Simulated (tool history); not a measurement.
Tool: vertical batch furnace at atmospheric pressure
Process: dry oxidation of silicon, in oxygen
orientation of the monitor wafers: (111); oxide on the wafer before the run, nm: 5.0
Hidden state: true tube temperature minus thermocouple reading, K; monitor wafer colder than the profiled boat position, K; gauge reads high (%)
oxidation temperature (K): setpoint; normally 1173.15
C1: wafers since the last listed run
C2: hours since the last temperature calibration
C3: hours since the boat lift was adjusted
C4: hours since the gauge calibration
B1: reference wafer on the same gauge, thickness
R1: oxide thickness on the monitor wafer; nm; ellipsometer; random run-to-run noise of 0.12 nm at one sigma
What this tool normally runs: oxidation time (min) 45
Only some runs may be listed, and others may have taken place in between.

{"run": 1, "hour": 0.0, "oxidation temperature (K)": 1173.15, "oxidation time (min)": 27, "C1": 0, "C2": 2024.9, "C3": 781.5, "C4": 319, "B1": 25.33, "R1": 17.56}
{"run": 2, "hour": 203.6, "oxidation temperature (K)": 1173.15, "oxidation time (min)": 45, "C1": 3075, "C2": 2228.5, "C3": 985.1, "C4": 522.6, "B1": 25.34, "R1": 23.92}
{"run": 3, "hour": 257.6, "oxidation temperature (K)": 1173.15, "oxidation time (min)": 45, "C1": 815, "C2": 2282.5, "C3": 1039.1, "C4": 576.6, "B1": 25.33, "R1": 24.03}
{"run": 4, "hour": 318.9, "oxidation temperature (K)": 1173.15, "oxidation time (min)": 45, "C1": 926, "C2": 2343.8, "C3": 1100.4, "C4": 637.9, "B1": 25.28, "R1": 24}
{"run": 5, "hour": 348.2, "oxidation temperature (K)": 1184.15, "oxidation time (min)": 33, "C1": 442, "C2": 2373.1, "C3": 1129.7, "C4": 667.2, "B1": 25.27, "R1": 21.65}
{"run": 6, "hour": 378.2, "oxidation temperature (K)": 1184.15, "oxidation time (min)": 33, "C1": 453, "C2": 2403.1, "C3": 1159.7, "C4": 697.2, "B1": 25.33, "R1": 21.81}
{"run": 7, "hour": 418.9, "oxidation temperature (K)": 1173.15, "oxidation time (min)": 35.5, "C1": 614, "C2": 2443.8, "C3": 1200.4, "C4": 737.9, "B1": 25.29, "R1": 20.67}
{"run": 8, "hour": 452.6, "oxidation temperature (K)": 1183.15, "oxidation time (min)": 45, "C1": 509, "C2": 2477.5, "C3": 1234.1, "C4": 771.6, "B1": 25.3, "R1": 25.95}
{"run": 9, "hour": 493.2, "oxidation temperature (K)": 1173.15, "oxidation time (min)": 45, "C1": 613, "C2": 2518.1, "C3": 1274.7, "C4": 812.2, "B1": 25.28, "R1": 23.99}
{"run": 10, "hour": 546.6, "oxidation temperature (K)": 1173.15, "oxidation time (min)": 45, "C1": 806, "C2": 2571.5, "C3": 1328.1, "C4": 865.6, "B1": 25.31, "R1": 23.84}
{"run": 11, "hour": 614.2, "oxidation temperature (K)": 1173.15, "oxidation time (min)": 45, "C1": 1021, "C2": 2639.1, "C3": 1395.7, "C4": 933.2, "B1": 25.31, "R1": 24}
{"hour": 699.2, "done": "boat lift adjusted"}
{"run": 12, "hour": 699.7, "oxidation temperature (K)": 1173.15, "oxidation time (min)": 57, "C1": 929, "C2": 2724.6, "C3": 0.5, "C4": 1018.7, "B1": 25.3, "R1": 27.8}
{"run": 13, "hour": 748.8, "oxidation temperature (K)": 1173.15, "oxidation time (min)": 45, "C1": 741, "C2": 2773.7, "C3": 49.6, "C4": 1067.8, "B1": 25.32, "R1": 24.05}
{"run": 14, "hour": 773.3, "oxidation temperature (K)": 1161.15, "oxidation time (min)": 57, "C1": 370, "C2": 2798.2, "C3": 74.1, "C4": 1092.3, "B1": 25.27, "R1": 24.75}
{"run": 15, "hour": 804.0, "oxidation temperature (K)": 1173.15, "oxidation time (min)": 31, "C1": 463, "C2": 2828.9, "C3": 104.8, "C4": 1123, "B1": 25.27, "R1": 19.05}
{"hour": 810.0, "done": "gauge calibrated"}
{"hour": 836.0, "done": "thermocouples replaced and temperature profile calibrated"}
{"run": 16, "hour": 863.2, "oxidation temperature (K)": 1155.15, "oxidation time (min)": 45, "C1": 531, "C2": 27.2, "C3": 164, "C4": 53.2, "B1": 25.31, "R1": 20.48}
{"run": 17, "hour": 916.2, "oxidation temperature (K)": 1173.15, "oxidation time (min)": 45, "C1": 800, "C2": 80.2, "C3": 217, "C4": 106.2, "B1": 25.29, "R1": 24.12}
{"run": 18, "hour": 1120.4, "oxidation temperature (K)": 1184.15, "oxidation time (min)": 33, "C1": 3085, "C2": 284.4, "C3": 421.2, "C4": 310.4, "B1": 25.31, "R1": 21.87}
{"run": 19, "hour": 1164.2, "oxidation temperature (K)": 1173.15, "oxidation time (min)": 45, "C1": 661, "C2": 328.2, "C3": 465, "C4": 354.2, "B1": 25.31, "R1": 23.75}
{"run": 20, "hour": 1209.4, "oxidation temperature (K)": 1173.15, "oxidation time (min)": 24, "C1": 682, "C2": 373.4, "C3": 510.2, "C4": 399.4, "B1": 25.29, "R1": 16.49}
{"run": 21, "hour": 1259.1, "oxidation temperature (K)": 1160.15, "oxidation time (min)": 27, "C1": 750, "C2": 423.1, "C3": 559.9, "C4": 449.1, "B1": 25.28, "R1": 15.77}
{"run": 22, "hour": 1291.7, "oxidation temperature (K)": 1183.15, "oxidation time (min)": 57, "C1": 492, "C2": 455.7, "C3": 592.5, "C4": 481.7, "B1": 25.33, "R1": 30.64}
{"run": 23, "hour": 1355.5, "oxidation temperature (K)": 1173.15, "oxidation time (min)": 39, "C1": 963, "C2": 519.5, "C3": 656.3, "C4": 545.5, "B1": 25.33, "R1": 21.82}
{"run": 24, "hour": 1423.4, "oxidation temperature (K)": 1173.15, "oxidation time (min)": 37, "C1": 1025, "C2": 587.4, "C3": 724.2, "C4": 613.4, "B1": 25.25, "R1": 21.15}
{"run": 25, "hour": 1464.9, "oxidation temperature (K)": 1173.15, "oxidation time (min)": 57.5, "C1": 626, "C2": 628.9, "C3": 765.7, "C4": 654.9, "B1": 25.3, "R1": 27.83}
{"run": 26, "hour": 1531.5, "oxidation temperature (K)": 1152.15, "oxidation time (min)": 57, "C1": 1006, "C2": 695.5, "C3": 832.3, "C4": 721.5, "B1": 25.33, "R1": 22.88}

State the hidden condition of the tool at each of the runs:
true tube temperature minus thermocouple reading, K: 0 on each run
monitor wafer colder than the profiled boat position, K: 0 on each run
gauge reads high (%): 0 on each run
